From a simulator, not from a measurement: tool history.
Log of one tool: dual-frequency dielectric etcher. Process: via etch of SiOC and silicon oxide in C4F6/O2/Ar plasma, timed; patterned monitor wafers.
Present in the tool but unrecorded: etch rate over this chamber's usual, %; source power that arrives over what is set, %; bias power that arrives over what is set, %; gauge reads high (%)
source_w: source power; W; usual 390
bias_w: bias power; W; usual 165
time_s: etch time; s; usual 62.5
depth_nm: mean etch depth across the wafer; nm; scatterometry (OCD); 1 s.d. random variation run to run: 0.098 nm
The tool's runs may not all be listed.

| run | hour | source_w | bias_w | time_s | wafers since the last listed run | hours since the last wet clean | hours since the last source power generator calibration | hours since the last bias power generator calibration | hours since the last upper electrode change | hours since the gauge calibration | read-back reference wafer on the same gauge, depth_nm | depth_nm |
|---|---|---|---|---|---|---|---|---|---|---|---|---|
| 1 | 0.0 | 390 | 165 | 62.5 | 0 | 269.9 | 3500.8 | 4726.0 | 2176.4 | 787.5 | 54.7 | 64.5 |
| 2 | 51.0 | 390 | 165 | 62.5 | 861 | 320.9 | 3551.8 | 4777.0 | 2227.4 | 838.5 | 54.7 | 64.5 |
| 3 | 106.1 | 390 | 165 | 62.5 | 930 | 376.0 | 3606.9 | 4832.1 | 2282.5 | 893.6 | 54.7 | 64.7 |
| 4 | 144.0 | 430 | 165 | 62.5 | 640 | 413.9 | 3644.8 | 4870.0 | 2320.4 | 931.5 | 54.7 | 66.2 |
|  | 236.0 | wet clean of the chamber |
| 5 | 250.3 | 370 | 165 | 62.5 | 1389 | 14.3 | 3751.1 | 4976.3 | 2426.7 | 1037.8 | 54.7 | 63.4 |
| 6 | 310.1 | 390 | 165 | 70.0 | 1009 | 74.1 | 3810.9 | 5036.1 | 2486.5 | 1097.6 | 54.7 | 71.8 |
| 7 | 382.5 | 390 | 165 | 70.0 | 1222 | 146.5 | 3883.3 | 5108.5 | 2558.9 | 1170.0 | 54.7 | 72.1 |
| 8 | 419.1 | 390 | 165 | 70.0 | 618 | 183.1 | 3919.9 | 5145.1 | 2595.5 | 1206.6 | 54.7 | 71.9 |
|  | 427.4 | gauge calibrated |
| 9 | 521.8 | 340 | 165 | 62.5 | 1734 | 285.8 | 4022.6 | 5247.8 | 2698.2 | 94.4 | 54.7 | 62.1 |
| 10 | 604.1 | 340 | 165 | 62.5 | 1389 | 368.1 | 4104.9 | 5330.1 | 2780.5 | 176.7 | 54.7 | 62.1 |
|  | 625.7 | bias power generator calibrated |
| 11 | 659.6 | 390 | 165 | 67.5 | 869 | 423.6 | 4160.4 | 33.9 | 2836.0 | 232.2 | 54.7 | 71.2 |
|  | 724.9 | source power generator calibrated |
| 12 | 734.9 | 390 | 165 | 62.5 | 1204 | 498.9 | 10.0 | 109.2 | 2911.3 | 307.5 | 54.7 | 66.0 |
| 13 | 785.5 | 470 | 135 | 74.0 | 854 | 549.5 | 60.6 | 159.8 | 2961.9 | 358.1 | 54.7 | 76.5 |
|  | 880.0 | wet clean of the chamber |
| 14 | 880.5 | 390 | 147 | 62.5 | 1199 | 0.5 | 155.6 | 254.8 | 3056.9 | 453.1 | 54.7 | 62.5 |
| 15 | 946.2 | 390 | 165 | 62.5 | 1109 | 66.2 | 221.3 | 320.5 | 3122.6 | 518.8 | 54.7 | 65.4 |
|  | 981.0 | upper electrode replaced |
| 16 | 1031.5 | 390 | 186 | 44.5 | 1035 | 151.5 | 306.6 | 405.8 | 50.5 | 604.1 | 54.7 | 49.0 |
| 17 | 1079.8 | 350 | 165 | 62.5 | 815 | 199.8 | 354.9 | 454.1 | 98.8 | 652.4 | 54.7 | 63.8 |
| 18 | 1140.9 | 430 | 178 | 81.0 | 1031 | 260.9 | 416.0 | 515.2 | 159.9 | 713.5 | 54.7 | 89.9 |
| 19 | 1206.8 | 360 | 199 | 79.5 | 1112 | 326.8 | 481.9 | 581.1 | 225.8 | 779.4 | 54.7 | 87.8 |
| 20 | 1262.4 | 390 | 180 | 62.5 | 938 | 382.4 | 537.5 | 636.7 | 281.4 | 835.0 | 54.7 | 68.0 |

Forecast each of these 5 alternatives for the next run:
| A | 1262.8 | 390 | 165 | 62.5 | 6 | 382.8 | 537.9 | 637.1 | 281.8 | 835.4 | ? | ? |
| B | 1262.8 | 360 | 133 | 73.0 | 6 | 382.8 | 537.9 | 637.1 | 281.8 | 835.4 | ? | ? |
| C | 1262.8 | 290 | 183 | 50.5 | 6 | 382.8 | 537.9 | 637.1 | 281.8 | 835.4 | ? | ? |
| D | 1262.8 | 440 | 152 | 49.0 | 6 | 382.8 | 537.9 | 637.1 | 281.8 | 835.4 | ? | ? |
| E | 1262.8 | 320 | 179 | 62.5 | 6 | 382.8 | 537.9 | 637.1 | 281.8 | 835.4 | ? | ? |

| run | read-back reference wafer on the same gauge, depth_nm | depth_nm |
|---|---|---|
| A | 54.7 | 65.6 |
| B | 54.7 | 69.0 |
| C | 54.7 | 51.0 |
| D | 54.7 | 51.6 |
| E | 54.7 | 64.2 |
Without the tool's hidden state the same runs would have given:
| run | depth_nm |
|---|---|
| A | 65.4 |
| B | 68.8 |
| C | 50.9 |
| D | 51.4 |
| E | 64.0 |
